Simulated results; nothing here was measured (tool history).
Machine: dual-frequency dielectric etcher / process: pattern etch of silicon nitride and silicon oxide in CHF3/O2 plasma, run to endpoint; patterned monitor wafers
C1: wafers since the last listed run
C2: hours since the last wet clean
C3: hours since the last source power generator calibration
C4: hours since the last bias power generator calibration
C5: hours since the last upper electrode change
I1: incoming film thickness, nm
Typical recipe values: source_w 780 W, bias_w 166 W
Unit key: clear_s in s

run 1 hour=0 | source_w=780 bias_w=166 | C1=0 C2=179.8 C3=4172.2 C4=4250.1 C5=3973.5 | I1=294.6 | clear_s=167.3
run 2 hour=18 | source_w=780 bias_w=166 | C1=105 C2=197.8 C3=4190.2 C4=4268.1 C5=3991.5 | I1=293.6 | clear_s=168.9
run 3 hour=39.9 | source_w=780 bias_w=166 | C1=128 C2=219.7 C3=4212.1 C4=4290 C5=4013.4 | I1=295 | clear_s=167.1
run 4 hour=63.4 | source_w=780 bias_w=166 | C1=138 C2=243.2 C3=4235.6 C4=4313.5 C5=4036.9 | I1=294.5 | clear_s=167.2
run 5 hour=94.1 | source_w=780 bias_w=166 | C1=180 C2=273.9 C3=4266.3 C4=4344.2 C5=4067.6 | I1=296.4 | clear_s=167.7
-- hour=110.4 source power generator calibrated
run 6 hour=126.3 | source_w=780 bias_w=166 | C1=165 C2=306.1 C3=15.9 C4=4376.4 C5=4099.8 | I1=294.8 | clear_s=165.4
run 7 hour=152.1 | source_w=780 bias_w=166 | C1=151 C2=331.9 C3=41.7 C4=4402.2 C5=4125.6 | I1=293.7 | clear_s=166.9
run 8 hour=175.9 | source_w=930 bias_w=198 | C1=139 C2=355.7 C3=65.5 C4=4426 C5=4149.4 | I1=294.8 | clear_s=147.9
run 9 hour=203.6 | source_w=780 bias_w=166 | C1=162 C2=383.4 C3=93.2 C4=4453.7 C5=4177.1 | I1=298.3 | clear_s=167.9
-- hour=252.7 upper electrode replaced
run 10 hour=253.2 | source_w=780 bias_w=166 | C1=150 C2=433 C3=142.8 C4=4503.3 C5=0.5 | I1=296.2 | clear_s=166
run 11 hour=264.8 | source_w=780 bias_w=166 | C1=68 C2=444.6 C3=154.4 C4=4514.9 C5=12.1 | I1=298.6 | clear_s=164.8
run 12 hour=278.6 | source_w=710 bias_w=166 | C1=81 C2=458.4 C3=168.2 C4=4528.7 C5=25.9 | I1=295.1 | clear_s=171.2
-- hour=311.5 bias power generator calibrated
run 13 hour=312 | source_w=710 bias_w=166 | C1=172 C2=491.8 C3=201.6 C4=0.5 C5=59.3 | I1=296.2 | clear_s=170.9
-- hour=358.6 wet clean of the chamber
run 14 hour=359.1 | source_w=710 bias_w=166 | C1=135 C2=0.5 C3=248.7 C4=47.6 C5=106.4 | I1=296.4 | clear_s=178.8
run 15 hour=365.6 | source_w=780 bias_w=166 | C1=38 C2=7 C3=255.2 C4=54.1 C5=112.9 | I1=292.4 | clear_s=170.2
run 16 hour=399.2 | source_w=930 bias_w=130 | C1=197 C2=40.6 C3=288.8 C4=87.7 C5=146.5 | I1=298.3 | clear_s=172.3
run 17 hour=418.1 | source_w=930 bias_w=187 | C1=111 C2=59.5 C3=307.7 C4=106.6 C5=165.4 | I1=293.8 | clear_s=152.6
run 18 hour=434.2 | source_w=780 bias_w=166 | C1=94 C2=75.6 C3=323.8 C4=122.7 C5=181.5 | I1=295.3 | clear_s=169.1
run 19 hour=461.9 | source_w=870 bias_w=166 | C1=162 C2=103.3 C3=351.5 C4=150.4 C5=209.2 | I1=295.1 | clear_s=163.2
run 20 hour=484.1 | source_w=940 bias_w=153 | C1=130 C2=125.5 C3=373.7 C4=172.6 C5=231.4 | I1=295.3 | clear_s=160.3

For run 21, what comes out?
run 21 hour=504.3 | source_w=580 bias_w=197 | C1=118 C2=145.7 C3=393.9 C4=192.8 C5=251.6 | I1=295 | clear_s=?

For run 21 the tool returned clear_s 184.9 s.
Minus the tool's unlogged condition, the same run would have read clear_s 187 s.
